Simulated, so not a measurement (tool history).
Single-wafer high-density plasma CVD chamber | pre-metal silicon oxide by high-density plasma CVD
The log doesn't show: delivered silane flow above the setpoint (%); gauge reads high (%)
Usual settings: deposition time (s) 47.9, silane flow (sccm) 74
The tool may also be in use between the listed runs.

run	day	deposition time (s)	silane flow (sccm)	wafers since the last listed run	hours since the silane flow controller was replaced	hours since the gauge calibration	read-back reference wafer on the same gauge, thickness_nm	mean film thickness on the monitor wafer (Å)
1	0	44.5	74	0	3121.3	118.6	375.785	3373.09
2	0.354	47.9	74	205	3129.8	127.1	375.953	3640.59
3	0.708	47.9	74	205	3138.3	135.6	375.899	3655.9
4	1.392	47.9	74	396	3154.7	152	376.232	3643.41
5	1.808	47.9	74	242	3164.7	162	376.019	3674.35
# day 2.267: gauge calibrated
6	2.371	47.9	74	326	3178.2	2.5	376.519	3654.34
7	2.992	47.9	74	360	3193.1	17.4	376.151	3620.23
8	3.717	47.9	74	421	3210.5	34.8	376.1	3662.93
9	4.254	47.9	74	312	3223.4	47.7	376.496	3641.53
10	4.538	47.9	81	164	3230.2	54.5	375.539	3981.79
11	5.133	47.9	81	346	3244.5	68.8	376.388	3996.72
12	5.525	47.9	81	227	3253.9	78.2	375.459	3973.1
13	5.958	47.9	74	251	3264.3	88.6	376.505	3632.55
14	6.521	47.9	74	326	3277.8	102.1	375.54	3654.36
15	6.925	47.9	74	234	3287.5	111.8	375.697	3658.29
16	7.567	47.9	74	372	3302.9	127.2	376.215	3628.52
17	7.933	50.3	61	213	3311.7	136	375.887	3133.56
18	8.446	43.2	88	297	3324	148.3	376.174	3915.77
19	8.892	40.1	67	259	3334.7	159	376.234	2773.84
20	9.229	55.7	85	196	3342.8	167.1	375.985	4888.61
21	9.642	47.9	80	239	3352.7	177	376.192	3928.52
# day 10.258: silane flow controller replaced
22	10.279	39.1	63	176	0.5	192.3	376.263	2529.67

The next listed run, before its measurement:
23	10.642	47.9	74	210	9.2	201	?	?

{"run 23": {"read-back reference wafer on the same gauge, thickness_nm": 375.732, "mean film thickness on the monitor wafer (Å)": 3651.93}}
Without the tool's hidden state the same run would have given mean film thickness on the monitor wafer (Å) 3651.93.
